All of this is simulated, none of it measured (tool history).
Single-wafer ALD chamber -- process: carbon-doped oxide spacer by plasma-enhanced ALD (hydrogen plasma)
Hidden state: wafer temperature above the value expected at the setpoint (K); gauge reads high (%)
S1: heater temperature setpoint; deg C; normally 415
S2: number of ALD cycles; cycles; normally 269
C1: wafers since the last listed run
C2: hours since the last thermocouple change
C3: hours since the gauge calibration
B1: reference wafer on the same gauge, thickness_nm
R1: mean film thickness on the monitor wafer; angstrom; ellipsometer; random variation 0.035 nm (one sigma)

run 1 hour=0 | S1=415 S2=269 | C1=0 C2=1921 C3=1362.7 | B1=11.795 | R1=137.77
run 2 hour=69 | S1=415 S2=269 | C1=92 C2=1990 C3=1431.7 | B1=11.799 | R1=137.38
run 3 hour=150.3 | S1=415 S2=299 | C1=109 C2=2071.3 C3=1513 | B1=11.8 | R1=152.57
run 4 hour=244.7 | S1=415 S2=299 | C1=126 C2=2165.7 C3=1607.4 | B1=11.797 | R1=152.57
run 5 hour=339.5 | S1=415 S2=291 | C1=127 C2=2260.5 C3=1702.2 | B1=11.797 | R1=149.76
run 6 hour=396 | S1=415 S2=291 | C1=75 C2=2317 C3=1758.7 | B1=11.804 | R1=148.32
run 7 hour=456.2 | S1=415 S2=291 | C1=80 C2=2377.2 C3=1818.9 | B1=11.805 | R1=148.48
run 8 hour=536.9 | S1=415 S2=269 | C1=108 C2=2457.9 C3=1899.6 | B1=11.803 | R1=138.08
-- hour=595.9 gauge calibrated
run 9 hour=623.3 | S1=415 S2=269 | C1=116 C2=2544.3 C3=27.4 | B1=11.798 | R1=138.21
-- hour=652.8 thermocouple changed; heater temperature recalibrated
run 10 hour=692.1 | S1=415 S2=269 | C1=81 C2=39.3 C3=96.2 | B1=11.8 | R1=138.9
run 11 hour=741.9 | S1=415 S2=269 | C1=66 C2=89.1 C3=146 | B1=11.803 | R1=138.89
run 12 hour=828.8 | S1=415 S2=269 | C1=116 C2=176 C3=232.9 | B1=11.799 | R1=139.33
run 13 hour=881.8 | S1=415 S2=269 | C1=71 C2=229 C3=285.9 | B1=11.801 | R1=139.1
run 14 hour=952.9 | S1=420 S2=244 | C1=95 C2=300.1 C3=357 | B1=11.793 | R1=123.95
run 15 hour=1032.8 | S1=430 S2=269 | C1=107 C2=380 C3=436.9 | B1=11.805 | R1=132.98
run 16 hour=1111.9 | S1=422 S2=225 | C1=106 C2=459.1 C3=516 | B1=11.799 | R1=113.99
run 17 hour=1195.5 | S1=415 S2=269 | C1=112 C2=542.7 C3=599.6 | B1=11.796 | R1=139.48
run 18 hour=1274.7 | S1=415 S2=269 | C1=106 C2=621.9 C3=678.8 | B1=11.802 | R1=138.88
run 19 hour=1363.2 | S1=410 S2=225 | C1=119 C2=710.4 C3=767.3 | B1=11.792 | R1=117.83
run 20 hour=1418.8 | S1=415 S2=269 | C1=74 C2=766 C3=822.9 | B1=11.803 | R1=139.59
run 21 hour=1524.3 | S1=405 S2=299 | C1=141 C2=871.5 C3=928.4 | B1=11.801 | R1=158.2
run 22 hour=1629.6 | S1=403 S2=220 | C1=141 C2=976.8 C3=1033.7 | B1=11.795 | R1=117.27
run 23 hour=1691.7 | S1=415 S2=269 | C1=83 C2=1038.9 C3=1095.8 | B1=11.797 | R1=139.43

Predict the results of run 24:
run 24 hour=1796.8 | S1=410 S2=239 | C1=141 C2=1144 C3=1200.9 | B1=? | R1=?

B1: 11.803
R1: 124.3 angstrom
If the tool had no hidden condition, the same run with the same run-to-run variation would have returned R1 125.27 angstrom.

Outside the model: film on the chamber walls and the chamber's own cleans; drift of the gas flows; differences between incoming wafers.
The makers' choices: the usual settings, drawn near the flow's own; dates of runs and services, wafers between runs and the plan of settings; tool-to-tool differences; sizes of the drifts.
